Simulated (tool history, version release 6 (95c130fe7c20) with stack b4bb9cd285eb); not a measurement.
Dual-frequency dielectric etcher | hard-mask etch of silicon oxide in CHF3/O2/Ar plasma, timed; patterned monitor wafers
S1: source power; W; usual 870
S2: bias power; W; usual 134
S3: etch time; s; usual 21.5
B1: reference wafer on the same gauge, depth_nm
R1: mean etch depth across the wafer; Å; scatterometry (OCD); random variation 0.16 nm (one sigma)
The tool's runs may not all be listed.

Run 1, hour 0: usual settings but S1 790 W; B1 47.65. Result: R1 436.5 Å.
Run 2, hour 99.8: usual settings but S1 790 W; B1 47.58. Result: R1 437.1 Å.
Run 3, hour 161.1: usual settings but S1 790 W; B1 47.61. Result: R1 434.5 Å.
Run 4, hour 218.3: usual settings; B1 47.6. Result: R1 444.2 Å.
Run 5, hour 319.1: usual settings; B1 47.68. Result: R1 446.1 Å.
At hour 396.3: wet clean of the chamber.
Run 6, hour 398.3: usual settings; B1 47.58. Result: R1 450.7 Å.
Run 7, hour 442.4: usual settings but S2 158 W, S3 18.5 s; B1 47.56. Result: R1 414.9 Å.
Run 8, hour 483.3: usual settings but S1 700 W, S3 17.5 s; B1 47.58. Result: R1 341.6 Å.
Run 9, hour 539.1: usual settings but S1 1070 W, S2 118 W, S3 25 s; B1 47.58. Result: R1 521.8 Å.
At hour 638.6: source power generator calibrated.
Run 10, hour 640.9: usual settings but S1 1050 W, S3 17 s; B1 47.59. Result: R1 383.2 Å.
Run 11, hour 682.5: usual settings but S1 750 W, S2 168 W; B1 47.58. Result: R1 489.7 Å.
Run 12, hour 723.9: usual settings but S1 820 W; B1 47.66. Result: R1 451.9 Å.
Run 13, hour 806.3: usual settings but S1 710 W, S2 159 W; B1 47.57. Result: R1 468.4 Å.
Run 14, hour 872.1: usual settings but S1 1010 W, S2 103 W, S3 18 s; B1 47.57. Result: R1 359.5 Å.
At hour 1008.1: wet clean of the chamber.
At hour 1036: upper electrode replaced.
Run 15, hour 1088.2: usual settings but S1 680 W, S3 18.5 s; B1 47.58. Result: R1 370.5 Å.
Run 16, hour 1129.2: usual settings but S1 750 W, S2 119 W, S3 25.5 s; B1 47.52. Result: R1 498.6 Å.
Run 17, hour 1217.7: usual settings but S1 960 W, S2 110 W, S3 16.5 s; B1 47.52. Result: R1 332.6 Å.
Run 18, hour 1261.8: usual settings but S2 100 W, S3 19.5 s; B1 47.57. Result: R1 363.8 Å.
Run 19, hour 1316.3: usual settings; B1 47.66. Result: R1 461.7 Å.
Run 20, hour 1373.9: usual settings; B1 47.54. Result: R1 456.7 Å.
At hour 1383.7: source power generator calibrated, repeated, since the last time left the tool worse.
Run 21, hour 1454.8: usual settings; B1 47.64. Result: R1 450.8 Å.
Run 22, hour 1520.8: usual settings but S1 1000 W, S2 120 W; B1 47.59. Result: R1 450.4 Å.
At hour 1761.3: wet clean of the chamber.
Run 23, hour 1824.1: usual settings; B1 47.64. Result: R1 453.7 Å.
Run 24, hour 1903.8: usual settings but S1 720 W, S2 153 W, S3 16 s; B1 47.62. Result: R1 336.9 Å.
Run 25, hour 1973.1: usual settings; B1 47.66. Result: R1 450.9 Å.
Run 26, hour 2053.7: usual settings but S3 23.5 s; B1 47.61. Result: R1 490.1 Å.
Run 27, hour 2091.7: usual settings but S1 740 W; B1 47.62. Result: R1 432.1 Å.
Run 28, hour 2173: usual settings but S1 800 W, S2 108 W; B1 47.56. Result: R1 399.3 Å.

Forecast each of these 5 alternatives for the next run:
Run A, hour 2173.4: usual settings; B1 ?. Result: R1 ?.
Run B, hour 2173.4: usual settings but S2 155 W; B1 ?. Result: R1 ?.
Run C, hour 2173.4: usual settings but S3 16.5 s; B1 ?. Result: R1 ?.
Run D, hour 2173.4: usual settings but S1 680 W, S2 125 W, S3 25.5 s; B1 ?. Result: R1 ?.
Run E, hour 2173.4: usual settings but S1 720 W, S2 115 W, S3 25.5 s; B1 ?. Result: R1 ?.

run     B1     R1
  A  47.64  449.4
  B  47.64  478.9
  C  47.64  344.9
  D  47.64  482.3
  E  47.64  471.8
Without the tool's hidden state the same runs would have given:
run     R1
  A  449.4
  B    479
  C  344.9
  D  482.3
  E  471.9

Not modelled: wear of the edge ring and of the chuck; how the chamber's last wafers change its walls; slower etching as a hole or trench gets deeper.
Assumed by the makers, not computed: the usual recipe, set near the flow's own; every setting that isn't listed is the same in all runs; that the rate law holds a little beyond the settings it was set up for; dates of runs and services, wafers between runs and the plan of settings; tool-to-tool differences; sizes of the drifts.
